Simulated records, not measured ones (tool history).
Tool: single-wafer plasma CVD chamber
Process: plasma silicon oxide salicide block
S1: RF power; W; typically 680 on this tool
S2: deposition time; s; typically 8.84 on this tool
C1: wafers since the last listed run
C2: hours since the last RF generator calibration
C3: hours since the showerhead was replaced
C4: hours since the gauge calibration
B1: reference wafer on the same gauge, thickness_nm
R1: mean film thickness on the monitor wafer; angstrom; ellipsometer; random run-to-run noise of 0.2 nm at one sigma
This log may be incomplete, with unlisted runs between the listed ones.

run     day   S1     S2    C1      C2      C3     C4      B1       R1
  1   0.000  680   7.85     0   818.2  6441.4  408.4  75.918   810.51
  2   1.288  680   7.85   773   849.1  6472.3  439.3  75.928   814.68
  3   1.800  680   7.85   307   861.4  6484.6  451.6  75.845   811.36
  4   3.167  680   8.84   820   894.2  6517.4  484.4  75.932   916.38
  5   4.508  680   8.84   805   926.4  6549.6  516.6  75.881   915.60
  6   5.462  680   8.84   573   949.3  6572.5  539.5  75.905   915.05
  7   6.662  680   8.41   720   978.1  6601.3  568.3  75.854   868.36
      8.267  -- gauge calibrated
      9.638  -- showerhead replaced
  8   9.658  680   8.41  1599  1050.0     0.5   33.4  75.860   869.45
  9  10.658  680   8.41   600  1074.0    24.5   57.4  75.830   866.59
 10  11.288  680   7.85   377  1089.1    39.6   72.5  75.860   806.21
 11  11.958  605  10.08   402  1105.2    55.7   88.6  75.946  1007.70
 12  13.125  565   7.46   700  1133.2    83.7  116.6  75.879   731.34
 13  14.083  680   8.84   575  1156.2   106.7  139.6  75.892   910.79
     17.096  -- RF generator calibrated
 14  17.117  680   7.13  1621     0.5   179.5  212.4  75.847   755.30
 15  17.600  560   9.97   290    12.1   191.1  224.0  75.888  1000.15
 16  18.700  625  10.25   660    38.5   217.5  250.4  75.911  1057.24
 17  19.958  680   7.07   755    68.7   247.7  280.6  75.885   748.11
 18  20.979  680   8.84   613    93.2   272.2  305.1  75.885   935.17
 19  21.708  680   9.74   437   110.7   289.7  322.6  75.895  1027.83

What was the tool's hidden state at every run in the log?
gauge reads high (%): 0 in every run
H1: delivered RF power above the setpoint (%)
run       H1
  1    -8.86
  2    -8.94
  3    -8.97
  4    -9.04
  5    -9.11
  6    -9.15
  7     -9.2
  8    -9.32
  9    -9.35
 10    -9.37
 11    -9.39
 12    -9.42
 13    -9.45
 14  -0.0265
 15   -0.276
 16   -0.818
 17    -1.39
 18    -1.83
 19    -2.12

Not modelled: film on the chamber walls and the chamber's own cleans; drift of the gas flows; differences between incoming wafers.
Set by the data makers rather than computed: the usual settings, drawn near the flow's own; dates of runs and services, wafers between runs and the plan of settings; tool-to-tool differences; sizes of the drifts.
